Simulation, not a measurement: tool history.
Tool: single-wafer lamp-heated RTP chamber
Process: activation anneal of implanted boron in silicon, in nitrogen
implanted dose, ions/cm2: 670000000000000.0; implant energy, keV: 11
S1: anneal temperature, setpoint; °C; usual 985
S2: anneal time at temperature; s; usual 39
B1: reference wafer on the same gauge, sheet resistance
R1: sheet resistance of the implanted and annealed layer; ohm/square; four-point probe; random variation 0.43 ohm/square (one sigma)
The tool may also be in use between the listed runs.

Run 1, hour 0.0: usual settings but S1 978 °C; B1 171.86. Result: R1 187.19 ohm/square.
Run 2, hour 9.2: usual settings but S1 978 °C; B1 171.84. Result: R1 186.87 ohm/square.
Run 3, hour 23.3: usual settings but S1 978 °C; B1 172.10. Result: R1 186.62 ohm/square.
Run 4, hour 38.3: usual settings; B1 171.80. Result: R1 185.28 ohm/square.
Run 5, hour 55.3: usual settings but S1 998 °C; B1 171.92. Result: R1 182.70 ohm/square.
Run 6, hour 62.4: usual settings but S1 998 °C; B1 171.84. Result: R1 182.67 ohm/square.
Run 7, hour 70.3: usual settings but S1 998 °C; B1 171.98. Result: R1 183.05 ohm/square.
Run 8, hour 82.1: usual settings; B1 171.98. Result: R1 183.83 ohm/square.
Run 9, hour 94.0: usual settings; B1 172.04. Result: R1 184.55 ohm/square.
At hour 115.1: reflector plate cleaned.
Run 10, hour 115.6: usual settings; B1 172.06. Result: R1 184.70 ohm/square.
Run 11, hour 118.3: usual settings; B1 171.97. Result: R1 184.07 ohm/square.
Run 12, hour 132.3: usual settings; B1 172.00. Result: R1 185.07 ohm/square.
At hour 150.7: gauge calibrated.
At hour 152.3: pyrometer window cleaned and pyrometer calibrated.
Run 13, hour 152.8: usual settings; B1 172.02. Result: R1 188.45 ohm/square.
Run 14, hour 162.4: usual settings; B1 172.15. Result: R1 187.92 ohm/square.
Run 15, hour 203.1: usual settings but S1 966 °C, S2 59 s; B1 172.08. Result: R1 194.68 ohm/square.
Run 16, hour 217.6: usual settings but S2 53 s; B1 172.04. Result: R1 185.96 ohm/square.
Run 17, hour 225.5: usual settings but S1 994 °C, S2 47 s; B1 172.05. Result: R1 183.73 ohm/square.
Run 18, hour 237.1: usual settings but S1 956 °C, S2 56 s; B1 172.07. Result: R1 202.80 ohm/square.
Run 19, hour 249.3: usual settings; B1 172.04. Result: R1 186.23 ohm/square.
Run 20, hour 265.4: usual settings; B1 171.94. Result: R1 186.09 ohm/square.
Run 21, hour 281.4: usual settings but S1 958 °C, S2 32 s; B1 171.92. Result: R1 203.85 ohm/square.
Run 22, hour 291.4: usual settings but S1 1011 °C, S2 23 s; B1 172.03. Result: R1 183.04 ohm/square.
Run 23, hour 303.2: usual settings; B1 172.00. Result: R1 185.98 ohm/square.
Run 24, hour 312.0: usual settings but S1 968 °C, S2 30 s; B1 171.97. Result: R1 194.50 ohm/square.
Run 25, hour 328.9: usual settings but S1 977 °C, S2 61 s; B1 171.90. Result: R1 186.43 ohm/square.

Forecast each of these 5 alternatives for the next run:
Run A, hour 329.3: usual settings; B1 ?. Result: R1 ?.
Run B, hour 329.3: usual settings but S1 960 °C, S2 59 s; B1 ?. Result: R1 ?.
Run C, hour 329.3: usual settings but S2 20 s; B1 ?. Result: R1 ?.
Run D, hour 329.3: usual settings but S1 968 °C, S2 54 s; B1 ?. Result: R1 ?.
Run E, hour 329.3: usual settings but S1 963 °C, S2 60 s; B1 ?. Result: R1 ?.

run      B1      R1
  A  172.03  185.65
  B  172.03  195.62
  C  172.03  187.96
  D  172.03  191.09
  E  172.03  193.51
Without the tool's hidden state the same runs would have given:
run      R1
  A  188.81
  B  203.64
  C  192.01
  D  197.07
  E  200.57

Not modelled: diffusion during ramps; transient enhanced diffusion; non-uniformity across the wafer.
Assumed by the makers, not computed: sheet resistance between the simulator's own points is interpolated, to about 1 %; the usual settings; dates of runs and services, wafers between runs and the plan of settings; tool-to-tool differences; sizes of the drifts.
